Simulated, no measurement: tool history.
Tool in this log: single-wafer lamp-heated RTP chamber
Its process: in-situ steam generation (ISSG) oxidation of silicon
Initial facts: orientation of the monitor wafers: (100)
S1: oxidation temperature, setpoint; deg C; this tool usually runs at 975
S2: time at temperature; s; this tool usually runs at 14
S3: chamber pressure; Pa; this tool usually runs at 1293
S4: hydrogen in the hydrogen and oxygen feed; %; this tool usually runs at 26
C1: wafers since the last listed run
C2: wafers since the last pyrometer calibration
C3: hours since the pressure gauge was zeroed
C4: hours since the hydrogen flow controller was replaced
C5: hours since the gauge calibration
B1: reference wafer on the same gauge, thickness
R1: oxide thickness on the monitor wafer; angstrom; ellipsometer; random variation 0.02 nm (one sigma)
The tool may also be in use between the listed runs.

run,hour,S1,S2,S3,S4,C1,C2,C3,C4,C5,B1,R1
1,0,975,14,1293,26,0,1788,5132.4,4369.3,566.6,4.694,44.76
2,69.5,975,14,1293,26,569,2357,5201.9,4438.8,636.1,4.683,44.79
3,126.4,975,14,1293,26,465,2823,5258.8,4495.7,693,4.691,45.13
4,169.8,975,11,1293,23,355,3178,5302.2,4539.1,736.4,4.684,39.69
5,228.5,975,11,1293,23,480,3659,5360.9,4597.8,795.1,4.688,39.64
6,293.9,975,14,1293,19,535,4194,5426.3,4663.2,860.5,4.692,42.15
7,336.3,962,14,1293,26,347,4541,5468.7,4705.6,902.9,4.69,43.52
# hour 378.5: hydrogen flow controller replaced
8,383.5,975,14,1293,26,320,4862,5515.9,5,950.1,4.69,45.53
# hour 409.5: pressure gauge zeroed
9,446.9,975,14,1293,26,453,5316,37.4,68.4,1013.5,4.683,45.46
# hour 481.8: gauge calibrated
# hour 508: pyrometer window cleaned and pyrometer calibrated
10,515.7,975,14,1293,26,497,62,106.2,137.2,33.9,4.698,44.37
11,547.6,986,14,1360,26,261,324,138.1,169.1,65.8,4.697,45.39
12,592.5,975,14,1293,22,367,691,183,214,110.7,4.684,43.1
13,634.8,975,14,1293,21,346,1038,225.3,256.3,153,4.685,42.73

Run 14 has not been measured yet. What should we expect?
14,686.5,963,10,1360,21,423,1461,277,308,204.7,?,?

Run 14 gave B1 4.689, R1 35.83 angstrom.
The same run, on a tool lacking any hidden state, would have yielded R1 35.09 angstrom.
